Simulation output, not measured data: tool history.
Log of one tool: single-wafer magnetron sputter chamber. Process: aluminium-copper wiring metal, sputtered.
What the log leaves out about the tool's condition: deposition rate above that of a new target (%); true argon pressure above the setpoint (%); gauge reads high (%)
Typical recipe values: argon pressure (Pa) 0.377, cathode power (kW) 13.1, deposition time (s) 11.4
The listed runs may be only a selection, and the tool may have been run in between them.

run   hour  argon pressure (Pa)  cathode power (kW)  deposition time (s)  wafers since the last listed run  wafers on the sputter target  hours since the last manometer calibration  hours since the magnet pack was replaced  hours since the gauge calibration  read-back reference wafer on the same gauge, thickness_nm  mean film thickness on the monitor wafer (Å)
  1      0                0.297                13.1                 11.4                                 0                          1328                                      1304.7                                    4372.8                              239.6                                                    250.096                                       2504.65
  2   28.2                0.297                13.1                 11.4                               740                          2068                                      1332.9                                      4401                              267.8                                                    250.092                                       2499.08
  3   79.3                0.297                13.1                 11.4                              1340                          3409                                        1384                                    4452.1                              318.9                                                    249.946                                       2508.17
  4     99                0.377                14.1                 11.4                               516                          3926                                      1403.7                                    4471.8                              338.6                                                     250.01                                       2537.23
  5  134.6                0.377                14.1                 11.4                               934                          4860                                      1439.3                                    4507.4                              374.2                                                    250.279                                       2535.99
     185.4  -- sputter target and shields replaced
     229.6  -- capacitance manometer re-zeroed and calibrated
  6  235.9                0.467                13.1                 10.4                              2238                          1114                                         6.3                                    4608.7                              475.5                                                    250.024                                       2160.89
  7  257.2                0.467                13.1                 10.4                               558                          1673                                        27.6                                      4630                              496.8                                                    250.011                                       2170.18
  8  274.4                0.377                13.1                 10.8                               451                          2125                                        44.8                                    4647.2                                514                                                    249.976                                       2314.26
  9  287.3                0.377                13.1                 10.8                               338                          2463                                        57.7                                    4660.1                              526.9                                                     250.04                                       2297.04
 10  302.3                0.416                13.1                 13.1                               393                          2857                                        72.7                                    4675.1                              541.9                                                    250.149                                       2769.82
     324.6  -- magnet pack replaced
 11  326.8                0.416                13.1                 13.1                               433                          3290                                        97.2                                       2.2                              566.4                                                    250.111                                       2745.25
     344.4  -- gauge calibrated
 12    357                0.273                11.6                 10.6                               792                          4082                                       127.4                                      32.4                               12.6                                                    250.158                                       2149.28
     384.9  -- sputter target and shields replaced
 13  385.4                0.273                11.6                 10.6                               535                            13                                       155.8                                      60.8                                 41                                                    249.765                                       2193.41

Run 14, settings as shown, results not yet in. Your forecast:
 14  408.9                  0.3                12.1                  9.4                               616                           629                                       179.3                                      84.3                               64.5                                                          ?                                             ?

read-back reference wafer on the same gauge, thickness_nm: 250
mean film thickness on the monitor wafer (Å): 1979.06
Without the tool's hidden state the same run would have given mean film thickness on the monitor wafer (Å) 1980.49.
